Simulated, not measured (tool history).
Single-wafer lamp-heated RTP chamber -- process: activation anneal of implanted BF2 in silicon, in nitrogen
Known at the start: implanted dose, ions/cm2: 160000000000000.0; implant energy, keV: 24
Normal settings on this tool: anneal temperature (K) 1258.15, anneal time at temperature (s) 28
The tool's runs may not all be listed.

run,hour,anneal temperature (K),anneal time at temperature (s),"read-back reference wafer on the same gauge, sheet resistance",sheet resistance of the implanted and annealed layer (ohm/square)
1,0.0,1237.15,33,727.75,636.19
# hour 16.2: reflector plate cleaned
2,83.0,1237.15,33,727.76,635.18
3,229.0,1237.15,33,728.02,633.27
4,279.3,1269.15,28,728.31,622.75
5,321.7,1258.15,32,728.14,622.43
6,378.1,1258.15,22,727.80,624.28
7,411.2,1258.15,22,728.09,625.47
# hour 461.6: pyrometer window cleaned and pyrometer calibrated
8,462.1,1258.15,22,728.24,626.08
# hour 473.0: reflector plate cleaned
9,508.9,1258.15,21,728.45,624.33
10,552.3,1258.15,28,728.20,625.56
11,611.8,1258.15,28,727.98,624.56
12,672.8,1244.15,28,727.87,629.03
13,725.9,1272.15,28,727.54,620.03
14,803.9,1272.15,28,728.36,621.95
15,839.5,1258.15,28,727.82,622.42
# hour 867.5: reflector plate cleaned
16,883.4,1247.15,28,728.20,625.02
17,911.0,1250.15,36,728.32,623.23
# hour 951.4: pyrometer window cleaned and pyrometer calibrated
18,960.6,1258.15,12,728.10,629.93
19,987.4,1272.15,28,727.73,619.86
20,1058.5,1240.15,38,728.17,631.35
21,1104.0,1258.15,12,728.00,628.80
22,1154.0,1258.15,28,728.07,624.21
23,1215.9,1258.15,28,728.23,625.18
# hour 1231.1: gauge calibrated
24,1279.8,1258.15,45,727.86,620.27

What does the tool deliver on the next run?
# hour 1306.2: reflector plate cleaned
25,1376.3,1258.15,40,?,?

read-back reference wafer on the same gauge, sheet resistance: 728.36
sheet resistance of the implanted and annealed layer (ohm/square): 620.28
The same run, on a tool lacking any hidden state, would have yielded sheet resistance of the implanted and annealed layer (ohm/square) 622.49.

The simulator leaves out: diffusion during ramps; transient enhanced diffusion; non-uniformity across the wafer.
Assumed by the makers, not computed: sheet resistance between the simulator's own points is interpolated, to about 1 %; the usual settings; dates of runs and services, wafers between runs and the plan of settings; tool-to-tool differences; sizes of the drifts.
